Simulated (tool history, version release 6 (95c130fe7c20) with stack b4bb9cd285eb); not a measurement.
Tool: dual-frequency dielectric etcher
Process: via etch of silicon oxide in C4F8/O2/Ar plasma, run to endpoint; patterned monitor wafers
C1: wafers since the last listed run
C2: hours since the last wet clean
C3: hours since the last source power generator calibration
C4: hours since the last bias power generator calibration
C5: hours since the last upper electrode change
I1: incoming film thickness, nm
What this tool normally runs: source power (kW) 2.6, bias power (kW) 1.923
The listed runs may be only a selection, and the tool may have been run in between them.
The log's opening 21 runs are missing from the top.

{"run": 22, "day": 49.771, "source power (kW)": 2.77, "bias power (kW)": 1.923, "C1": 159, "C2": 381.3, "C3": 4069.2, "C4": 597.2, "C5": 2261.7, "I1": 1855.2, "endpoint time (s)": 326.2}
{"run": 23, "day": 52.721, "source power (kW)": 2.6, "bias power (kW)": 1.923, "C1": 285, "C2": 452.1, "C3": 4140, "C4": 668, "C5": 2332.5, "I1": 1858.9, "endpoint time (s)": 340.2}
{"day": 54.617, "done": "wet clean of the chamber"}
{"run": 24, "day": 56.858, "source power (kW)": 2.82, "bias power (kW)": 1.54, "C1": 303, "C2": 53.8, "C3": 4239.3, "C4": 767.3, "C5": 2431.8, "I1": 1876.9, "endpoint time (s)": 338.4}
{"day": 58.158, "done": "upper electrode replaced"}
{"run": 25, "day": 59.671, "source power (kW)": 2.6, "bias power (kW)": 1.923, "C1": 175, "C2": 121.3, "C3": 4306.8, "C4": 834.8, "C5": 36.3, "I1": 1875.5, "endpoint time (s)": 333.6}
{"run": 26, "day": 62.333, "source power (kW)": 2.88, "bias power (kW)": 2.178, "C1": 257, "C2": 185.2, "C3": 4370.7, "C4": 898.7, "C5": 100.2, "I1": 1855.1, "endpoint time (s)": 311.9}
{"run": 27, "day": 66.792, "source power (kW)": 2.28, "bias power (kW)": 1.594, "C1": 431, "C2": 292.2, "C3": 4477.7, "C4": 1005.7, "C5": 207.2, "I1": 1850.1, "endpoint time (s)": 366.9}
{"run": 28, "day": 71.046, "source power (kW)": 2.6, "bias power (kW)": 1.923, "C1": 411, "C2": 394.3, "C3": 4579.8, "C4": 1107.8, "C5": 309.3, "I1": 1853.9, "endpoint time (s)": 346.2}
{"day": 73.904, "done": "source power generator calibrated"}
{"run": 29, "day": 74.596, "source power (kW)": 2.39, "bias power (kW)": 2.073, "C1": 327, "C2": 479.5, "C3": 16.6, "C4": 1193, "C5": 394.5, "I1": 1853.4, "endpoint time (s)": 346.6}
{"day": 77.083, "done": "wet clean of the chamber"}
{"run": 30, "day": 78.85, "source power (kW)": 2.6, "bias power (kW)": 1.513, "C1": 314, "C2": 42.4, "C3": 118.7, "C4": 1295.1, "C5": 496.6, "I1": 1853.2, "endpoint time (s)": 339.4}
{"run": 31, "day": 81.567, "source power (kW)": 2.06, "bias power (kW)": 2.202, "C1": 262, "C2": 107.6, "C3": 183.9, "C4": 1360.3, "C5": 561.8, "I1": 1853.3, "endpoint time (s)": 341}
{"run": 32, "day": 85.808, "source power (kW)": 2.05, "bias power (kW)": 2.257, "C1": 410, "C2": 209.4, "C3": 285.7, "C4": 1462.1, "C5": 663.6, "I1": 1865.9, "endpoint time (s)": 344.8}
{"run": 33, "day": 87.679, "source power (kW)": 2.6, "bias power (kW)": 1.923, "C1": 181, "C2": 254.3, "C3": 330.6, "C4": 1507, "C5": 708.5, "I1": 1834.5, "endpoint time (s)": 329.9}
{"run": 34, "day": 91.171, "source power (kW)": 2.18, "bias power (kW)": 1.923, "C1": 337, "C2": 338.1, "C3": 414.4, "C4": 1590.8, "C5": 792.3, "I1": 1855.1, "endpoint time (s)": 355.9}
{"run": 35, "day": 94.525, "source power (kW)": 2.25, "bias power (kW)": 1.467, "C1": 324, "C2": 418.6, "C3": 494.9, "C4": 1671.3, "C5": 872.8, "I1": 1855.2, "endpoint time (s)": 376.8}
{"day": 98.958, "done": "wet clean of the chamber"}
{"run": 36, "day": 98.979, "source power (kW)": 2.81, "bias power (kW)": 1.923, "C1": 334, "C2": 0.5, "C3": 601.8, "C4": 1778.2, "C5": 979.7, "I1": 1857.1, "endpoint time (s)": 319.1}

Branching from run 36: 3 alternative next runs. What would each branch give?
{"run": "A", "day": 99.0, "source power (kW)": 2.6, "bias power (kW)": 1.923, "C1": 2, "C2": 1, "C3": 602.3, "C4": 1778.7, "C5": 980.2, "I1": 1852.3, "endpoint time (s)": "?"}
{"run": "B", "day": 99.0, "source power (kW)": 2.16, "bias power (kW)": 1.575, "C1": 2, "C2": 1, "C3": 602.3, "C4": 1778.7, "C5": 980.2, "I1": 1852.3, "endpoint time (s)": "?"}
{"run": "C", "day": 99.0, "source power (kW)": 2.6, "bias power (kW)": 2.394, "C1": 2, "C2": 1, "C3": 602.3, "C4": 1778.7, "C5": 980.2, "I1": 1852.3, "endpoint time (s)": "?"}

run=A endpoint_time_(s)=324.4
run=B endpoint_time_(s)=358.7
run=C endpoint_time_(s)=308.5
With the hidden condition removed and each run's random variation left untouched, the same runs would have given:
run=A endpoint_time_(s)=325.6
run=B endpoint_time_(s)=360
run=C endpoint_time_(s)=309.6

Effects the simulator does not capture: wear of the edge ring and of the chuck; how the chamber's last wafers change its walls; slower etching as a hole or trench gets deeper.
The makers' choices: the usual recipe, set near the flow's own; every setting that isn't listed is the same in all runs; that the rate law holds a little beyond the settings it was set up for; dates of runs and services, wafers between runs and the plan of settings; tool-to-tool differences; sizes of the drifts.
